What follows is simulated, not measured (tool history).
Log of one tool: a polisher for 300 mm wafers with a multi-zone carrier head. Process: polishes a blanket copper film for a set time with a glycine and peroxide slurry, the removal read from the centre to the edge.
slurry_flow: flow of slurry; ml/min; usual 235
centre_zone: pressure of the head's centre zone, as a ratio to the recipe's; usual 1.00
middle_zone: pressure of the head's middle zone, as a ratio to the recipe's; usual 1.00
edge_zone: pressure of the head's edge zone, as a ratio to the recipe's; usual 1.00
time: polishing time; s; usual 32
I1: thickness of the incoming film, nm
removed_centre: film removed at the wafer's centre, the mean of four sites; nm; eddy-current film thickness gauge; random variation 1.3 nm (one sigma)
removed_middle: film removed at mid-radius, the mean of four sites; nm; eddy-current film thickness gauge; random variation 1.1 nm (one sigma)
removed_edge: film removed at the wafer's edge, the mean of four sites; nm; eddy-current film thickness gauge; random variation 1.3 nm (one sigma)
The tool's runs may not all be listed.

{"run": 1, "hour": 0.0, "slurry_flow": 235, "centre_zone": 1.0, "middle_zone": 1.0, "edge_zone": 1.0, "time": 22, "I1": 1560.7, "removed_centre": 87.3, "removed_middle": 83.1, "removed_edge": 82.6}
{"hour": 32.5, "done": "centre zone pressure recalibrated"}
{"run": 2, "hour": 38.1, "slurry_flow": 315, "centre_zone": 0.89, "middle_zone": 1.0, "edge_zone": 1.0, "time": 32, "I1": 1520.8, "removed_centre": 115.3, "removed_middle": 125.1, "removed_edge": 121.3}
{"run": 3, "hour": 83.8, "slurry_flow": 235, "centre_zone": 0.91, "middle_zone": 1.0, "edge_zone": 0.92, "time": 32, "I1": 1516.6, "removed_centre": 112.6, "removed_middle": 118.3, "removed_edge": 113.2}
{"run": 4, "hour": 137.9, "slurry_flow": 235, "centre_zone": 1.0, "middle_zone": 1.0, "edge_zone": 1.0, "time": 32, "I1": 1519.2, "removed_centre": 124.3, "removed_middle": 119.4, "removed_edge": 118.9}
{"run": 5, "hour": 192.1, "slurry_flow": 235, "centre_zone": 1.0, "middle_zone": 0.92, "edge_zone": 1.06, "time": 32, "I1": 1510.3, "removed_centre": 119.6, "removed_middle": 109.0, "removed_edge": 120.1}
{"run": 6, "hour": 235.4, "slurry_flow": 235, "centre_zone": 1.06, "middle_zone": 0.89, "edge_zone": 1.0, "time": 32, "I1": 1512.9, "removed_centre": 126.3, "removed_middle": 107.5, "removed_edge": 115.5}
{"hour": 252.8, "done": "edge zone pressure recalibrated"}
{"run": 7, "hour": 300.2, "slurry_flow": 235, "centre_zone": 0.89, "middle_zone": 1.0, "edge_zone": 0.89, "time": 32, "I1": 1544.9, "removed_centre": 107.7, "removed_middle": 115.7, "removed_edge": 111.2}
{"hour": 317.8, "done": "worn pad replaced by a new one"}
{"run": 8, "hour": 348.2, "slurry_flow": 200, "centre_zone": 1.0, "middle_zone": 1.0, "edge_zone": 1.0, "time": 32, "I1": 1532.3, "removed_centre": 133.2, "removed_middle": 125.7, "removed_edge": 126.4}
{"hour": 383.5, "done": "carrier head's membrane replaced by a new one"}
{"run": 9, "hour": 396.7, "slurry_flow": 235, "centre_zone": 0.88, "middle_zone": 1.0, "edge_zone": 1.0, "time": 32, "I1": 1533.0, "removed_centre": 117.1, "removed_middle": 126.2, "removed_edge": 126.2}
{"run": 10, "hour": 454.3, "slurry_flow": 235, "centre_zone": 1.0, "middle_zone": 1.08, "edge_zone": 1.0, "time": 32, "I1": 1540.8, "removed_centre": 127.6, "removed_middle": 129.9, "removed_edge": 122.2}
{"run": 11, "hour": 493.3, "slurry_flow": 235, "centre_zone": 1.05, "middle_zone": 0.93, "edge_zone": 1.0, "time": 32, "I1": 1549.2, "removed_centre": 132.8, "removed_middle": 114.9, "removed_edge": 123.0}
{"run": 12, "hour": 561.3, "slurry_flow": 235, "centre_zone": 1.0, "middle_zone": 1.0, "edge_zone": 1.0, "time": 29, "I1": 1559.3, "removed_centre": 114.4, "removed_middle": 107.4, "removed_edge": 106.7}
{"run": 13, "hour": 599.1, "slurry_flow": 235, "centre_zone": 1.0, "middle_zone": 1.0, "edge_zone": 0.91, "time": 32, "I1": 1530.0, "removed_centre": 123.5, "removed_middle": 116.7, "removed_edge": 113.0}
{"run": 14, "hour": 650.7, "slurry_flow": 200, "centre_zone": 1.0, "middle_zone": 1.0, "edge_zone": 0.9, "time": 32, "I1": 1557.6, "removed_centre": 117.3, "removed_middle": 113.0, "removed_edge": 110.9}
{"run": 15, "hour": 680.0, "slurry_flow": 235, "centre_zone": 1.0, "middle_zone": 1.0, "edge_zone": 1.0, "time": 32, "I1": 1540.8, "removed_centre": 120.3, "removed_middle": 114.4, "removed_edge": 116.4}
{"run": 16, "hour": 704.9, "slurry_flow": 235, "centre_zone": 1.0, "middle_zone": 1.0, "edge_zone": 0.95, "time": 26, "I1": 1533.7, "removed_centre": 97.0, "removed_middle": 93.4, "removed_edge": 91.9}
{"run": 17, "hour": 733.9, "slurry_flow": 235, "centre_zone": 1.0, "middle_zone": 1.0, "edge_zone": 1.0, "time": 27, "I1": 1522.4, "removed_centre": 100.2, "removed_middle": 96.3, "removed_edge": 97.0}
{"hour": 765.8, "done": "edge zone pressure recalibrated"}
{"run": 18, "hour": 766.6, "slurry_flow": 235, "centre_zone": 1.04, "middle_zone": 1.0, "edge_zone": 0.92, "time": 38, "I1": 1527.4, "removed_centre": 145.8, "removed_middle": 133.0, "removed_edge": 128.2}
{"run": 19, "hour": 835.7, "slurry_flow": 270, "centre_zone": 1.0, "middle_zone": 1.1, "edge_zone": 1.0, "time": 23, "I1": 1532.0, "removed_centre": 84.6, "removed_middle": 87.1, "removed_edge": 82.4}
{"hour": 841.9, "done": "slurry nozzle cleaned"}
{"run": 20, "hour": 861.8, "slurry_flow": 235, "centre_zone": 1.0, "middle_zone": 1.0, "edge_zone": 1.0, "time": 41, "I1": 1540.2, "removed_centre": 159.4, "removed_middle": 153.4, "removed_edge": 152.9}
{"hour": 870.4, "done": "worn pad replaced by a new one"}
{"run": 21, "hour": 905.0, "slurry_flow": 235, "centre_zone": 1.0, "middle_zone": 0.91, "edge_zone": 1.0, "time": 32, "I1": 1517.8, "removed_centre": 137.0, "removed_middle": 122.8, "removed_edge": 131.9}

Some steps in removed_centre between neighbouring runs. How much of each would the tool show without its hidden state too (settings, what came in, random variation), and how much is left for the hidden state, with any gauge scatter that isn't in both results?
The hidden state here: removal rate lost through wear of the pad, %; slurry flow missing at the pad, %; deviation of the centre zone's pressure from its setpoint, %; deviation of the edge zone's pressure from its setpoint, %.
Run 7 -> 8: slurry_flow 235 -> 200, centre_zone 0.89 -> 1.00, edge_zone 0.89 -> 1.00, worn pad replaced by a new one. removed_centre +25.5 nm: hidden state +12.2, all else +13.3.
Run 18 -> 19: slurry_flow 235 -> 270, centre_zone 1.04 -> 1.00, middle_zone 1.00 -> 1.10, edge_zone 0.92 -> 1.00, time 38 -> 23. removed_centre -61.2 nm: hidden state +10.6, all else -71.8.
Run 19 -> 20: slurry_flow 270 -> 235, middle_zone 1.10 -> 1.00, time 23 -> 41, slurry nozzle cleaned. removed_centre +74.8 nm: hidden state -5.2, all else +80.0.
Run 20 -> 21: middle_zone 1.00 -> 0.91, time 41 -> 32, worn pad replaced by a new one. removed_centre -22.4 nm: hidden state +18.0, all else -40.4.
